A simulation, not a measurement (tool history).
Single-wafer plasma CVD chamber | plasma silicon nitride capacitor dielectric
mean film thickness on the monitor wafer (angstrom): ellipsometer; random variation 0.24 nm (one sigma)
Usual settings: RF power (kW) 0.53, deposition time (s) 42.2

| run | hour | RF power (kW) | deposition time (s) | read-back reference wafer on the same gauge, thickness_nm | mean film thickness on the monitor wafer (angstrom) |
|---|---|---|---|---|---|
| 1 | 0 | 0.53 | 46.4 | 61.48 | 664.6 |
| 2 | 25.1 | 0.53 | 46.4 | 61.516 | 662.36 |
| 3 | 43.7 | 0.53 | 42.2 | 61.535 | 600.99 |
|  | 44.1 | gauge calibrated |
| 4 | 57.8 | 0.53 | 42.2 | 61.488 | 598.66 |
| 5 | 81.4 | 0.53 | 42.2 | 61.533 | 601.88 |
| 6 | 96.4 | 0.53 | 42.2 | 61.449 | 600.26 |
| 7 | 169 | 0.53 | 42.2 | 61.459 | 598.84 |
| 8 | 189.1 | 0.53 | 42.2 | 61.53 | 603.69 |
| 9 | 219.2 | 0.47 | 42.2 | 61.537 | 574.5 |
| 10 | 238.1 | 0.47 | 42.2 | 61.492 | 572.66 |
| 11 | 262.5 | 0.53 | 45.6 | 61.466 | 650.05 |
| 12 | 277.1 | 0.53 | 45.6 | 61.507 | 647.95 |
| 13 | 311.3 | 0.53 | 45.6 | 61.523 | 644.73 |
| 14 | 354 | 0.61 | 42.2 | 61.486 | 634.79 |
| 15 | 371.1 | 0.61 | 42.2 | 61.53 | 630.31 |
| 16 | 396.4 | 0.53 | 42.2 | 61.467 | 598.56 |
| 17 | 429.9 | 0.58 | 42.2 | 61.563 | 621.1 |
| 18 | 461.1 | 0.58 | 42.2 | 61.494 | 616.09 |
| 19 | 480.5 | 0.465 | 44.1 | 61.463 | 594.43 |
| 20 | 495.1 | 0.465 | 44.1 | 61.517 | 588.88 |
|  | 512.4 | RF generator calibrated |
| 21 | 513 | 0.53 | 42.2 | 61.485 | 622.68 |
| 22 | 534.5 | 0.53 | 42.2 | 61.501 | 616.27 |
| 23 | 582 | 0.53 | 38.7 | 61.524 | 564.44 |
| 24 | 611 | 0.605 | 47.8 | 61.512 | 737.59 |
| 25 | 637.2 | 0.53 | 37.6 | 61.518 | 551.82 |
| 26 | 656.7 | 0.465 | 47.3 | 61.519 | 656.64 |
| 27 | 685.4 | 0.53 | 45.6 | 61.563 | 665.5 |
| 28 | 712.1 | 0.475 | 38 | 61.478 | 531.77 |
| 29 | 736.1 | 0.475 | 42.2 | 61.518 | 589.64 |
|  | 740.2 | gauge calibrated |
| 30 | 748.7 | 0.605 | 42.2 | 61.513 | 650.68 |
| 31 | 768.6 | 0.585 | 42.2 | 61.469 | 637.91 |
| 32 | 788.1 | 0.53 | 42.2 | 61.47 | 616.45 |
| 33 | 804 | 0.43 | 36.2 | 61.506 | 485.26 |
|  | 821.4 | showerhead replaced |
| 34 | 833.3 | 0.53 | 38.7 | 61.483 | 564.74 |
| 35 | 862.2 | 0.49 | 37.2 | 61.492 | 523.09 |
| 36 | 891.5 | 0.53 | 44.9 | 61.478 | 648.83 |
| 37 | 914.5 | 0.53 | 42.2 | 61.552 | 614.08 |
| 38 | 943.2 | 0.53 | 38.7 | 61.55 | 562.91 |
| 39 | 957.5 | 0.53 | 37.6 | 61.521 | 546.93 |
| 40 | 988.4 | 0.57 | 48.3 | 61.496 | 725.64 |
| 41 | 1016.7 | 0.49 | 38.9 | 61.502 | 547.66 |
| 42 | 1050.4 | 0.53 | 42.2 | 61.479 | 611.56 |
| 43 | 1067.9 | 0.475 | 42.2 | 61.526 | 581.23 |

3 ways to go on from here, each from the tool as it stands after run 43. What would each give?
| A | 1068.3 | 0.53 | 42.2 | ? | ? |
| B | 1068.3 | 0.615 | 47.8 | ? | ? |
| C | 1068.3 | 0.475 | 44.7 | ? | ? |

| run | read-back reference wafer on the same gauge, thickness_nm | mean film thickness on the monitor wafer (angstrom) |
|---|---|---|
| A | 61.5 | 614.57 |
| B | 61.5 | 737.62 |
| C | 61.5 | 622.67 |
Without the tool's hidden state the same runs would have given:
| run | mean film thickness on the monitor wafer (angstrom) |
|---|---|
| A | 622.64 |
| B | 747.31 |
| C | 630.85 |
